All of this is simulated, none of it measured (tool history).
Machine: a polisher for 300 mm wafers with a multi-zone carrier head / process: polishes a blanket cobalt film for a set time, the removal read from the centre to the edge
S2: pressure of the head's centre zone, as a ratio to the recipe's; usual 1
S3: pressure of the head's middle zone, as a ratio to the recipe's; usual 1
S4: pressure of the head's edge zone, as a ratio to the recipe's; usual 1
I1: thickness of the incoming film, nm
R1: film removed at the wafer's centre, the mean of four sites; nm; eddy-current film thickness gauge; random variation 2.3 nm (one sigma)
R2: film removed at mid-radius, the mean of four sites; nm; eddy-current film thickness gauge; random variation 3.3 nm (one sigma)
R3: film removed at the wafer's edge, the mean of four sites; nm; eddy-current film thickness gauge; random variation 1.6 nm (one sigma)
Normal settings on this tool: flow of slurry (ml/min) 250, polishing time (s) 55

run 1 day=0 | flow_of_slurry_(ml/min)=250 S2=1 S3=1 S4=1 polishing_time_(s)=55 | I1=790.5 | R1=245.3 R2=242.9 R3=249.5
run 2 day=1.238 | flow_of_slurry_(ml/min)=250 S2=1 S3=1 S4=1 polishing_time_(s)=55 | I1=781 | R1=241.2 R2=241.6 R3=250
run 3 day=2.067 | flow_of_slurry_(ml/min)=250 S2=0.92 S3=1.02 S4=1 polishing_time_(s)=55 | I1=788.5 | R1=220.1 R2=239.3 R3=249.7
run 4 day=3.062 | flow_of_slurry_(ml/min)=250 S2=1 S3=1 S4=1.06 polishing_time_(s)=55 | I1=778.8 | R1=235.8 R2=239.5 R3=253.5
-- day=4.15 worn pad replaced by a new one
run 5 day=4.467 | flow_of_slurry_(ml/min)=250 S2=1 S3=1 S4=1.06 polishing_time_(s)=55 | I1=795.6 | R1=240.9 R2=243.7 R3=253.3
run 6 day=5.892 | flow_of_slurry_(ml/min)=250 S2=1 S3=1 S4=1.06 polishing_time_(s)=55 | I1=793.7 | R1=232.3 R2=238 R3=252.3
run 7 day=7.225 | flow_of_slurry_(ml/min)=205 S2=1 S3=1 S4=1 polishing_time_(s)=55 | I1=773.6 | R1=219 R2=220.9 R3=236
run 8 day=8.425 | flow_of_slurry_(ml/min)=250 S2=1 S3=1 S4=1 polishing_time_(s)=55 | I1=796.2 | R1=229.2 R2=233.8 R3=247.5
-- day=8.696 carrier head's membrane replaced by a new one
run 9 day=8.933 | flow_of_slurry_(ml/min)=250 S2=1 S3=1 S4=1 polishing_time_(s)=55 | I1=795.2 | R1=235.1 R2=235 R3=246.3
-- day=9.658 slurry nozzle cleaned
-- day=10.4 worn pad replaced by a new one
run 10 day=10.421 | flow_of_slurry_(ml/min)=250 S2=1 S3=1 S4=1 polishing_time_(s)=55 | I1=782.4 | R1=255.3 R2=255.9 R3=263.1
-- day=11.421 centre zone pressure recalibrated
run 11 day=11.442 | flow_of_slurry_(ml/min)=305 S2=1 S3=1 S4=0.94 polishing_time_(s)=55 | I1=793 | R1=263.7 R2=259.3 R3=257.8
run 12 day=12.546 | flow_of_slurry_(ml/min)=250 S2=1 S3=0.89 S4=1 polishing_time_(s)=55 | I1=789.3 | R1=254.2 R2=238.7 R3=256.4
run 13 day=13.054 | flow_of_slurry_(ml/min)=250 S2=0.91 S3=1 S4=1 polishing_time_(s)=42 | I1=800.7 | R1=172.1 R2=185.2 R3=192.9
-- day=13.35 edge zone pressure recalibrated
run 14 day=14.458 | flow_of_slurry_(ml/min)=250 S2=1 S3=1 S4=1 polishing_time_(s)=55 | I1=791.7 | R1=245.5 R2=246.5 R3=252
-- day=15.621 worn pad replaced by a new one
run 15 day=15.642 | flow_of_slurry_(ml/min)=250 S2=0.94 S3=1 S4=1 polishing_time_(s)=66 | I1=781 | R1=277.9 R2=297.1 R3=302.5
run 16 day=16.175 | flow_of_slurry_(ml/min)=250 S2=1 S3=0.89 S4=1.07 polishing_time_(s)=55 | I1=794 | R1=241 R2=229.8 R3=256.3
run 17 day=17.3 | flow_of_slurry_(ml/min)=250 S2=1.05 S3=1 S4=1 polishing_time_(s)=55 | I1=784.2 | R1=253.2 R2=239.7 R3=249
run 18 day=18.529 | flow_of_slurry_(ml/min)=250 S2=1 S3=0.95 S4=1 polishing_time_(s)=49 | I1=796.2 | R1=211.7 R2=211.9 R3=218.3
run 19 day=19.467 | flow_of_slurry_(ml/min)=320 S2=1.09 S3=0.96 S4=1.07 polishing_time_(s)=55 | I1=800.4 | R1=268.5 R2=245.9 R3=262.5
-- day=20.342 worn pad replaced by a new one
run 20 day=20.825 | flow_of_slurry_(ml/min)=225 S2=1 S3=1 S4=1 polishing_time_(s)=44 | I1=801.8 | R1=182.9 R2=181.9 R3=190
run 21 day=22.088 | flow_of_slurry_(ml/min)=190 S2=1.09 S3=1.1 S4=0.91 polishing_time_(s)=55 | I1=779.4 | R1=230.6 R2=226.5 R3=221.1
run 22 day=23.142 | flow_of_slurry_(ml/min)=250 S2=1 S3=1 S4=1 polishing_time_(s)=55 | I1=774.4 | R1=233.5 R2=231.4 R3=242.7
run 23 day=24.171 | flow_of_slurry_(ml/min)=250 S2=1 S3=1 S4=1 polishing_time_(s)=44 | I1=787.8 | R1=184.7 R2=182.8 R3=191.6

Each row is a separate what-if for the run after 23, all from the same tool condition, not one after another. Results?
run A day=24.188 | flow_of_slurry_(ml/min)=250 S2=1 S3=1 S4=1 polishing_time_(s)=55 | I1=795.7 | R1=? R2=? R3=?
run B day=24.188 | flow_of_slurry_(ml/min)=195 S2=1 S3=1 S4=1 polishing_time_(s)=55 | I1=795.7 | R1=? R2=? R3=?
run C day=24.188 | flow_of_slurry_(ml/min)=250 S2=1.09 S3=1 S4=1 polishing_time_(s)=55 | I1=795.7 | R1=? R2=? R3=?

run=A R1=236.4 R2=235.9 R3=243.1
run=B R1=217.9 R2=219.8 R3=231.5
run=C R1=257.8 R2=235.8 R3=243.1
Take away the tool's hidden state, keep each run's random variation, and the runs would have read:
run=A R1=267.8 R2=263.6 R3=263.7
run=B R1=257 R2=254 R3=256.4
run=C R1=292.1 R2=263.4 R3=263.7

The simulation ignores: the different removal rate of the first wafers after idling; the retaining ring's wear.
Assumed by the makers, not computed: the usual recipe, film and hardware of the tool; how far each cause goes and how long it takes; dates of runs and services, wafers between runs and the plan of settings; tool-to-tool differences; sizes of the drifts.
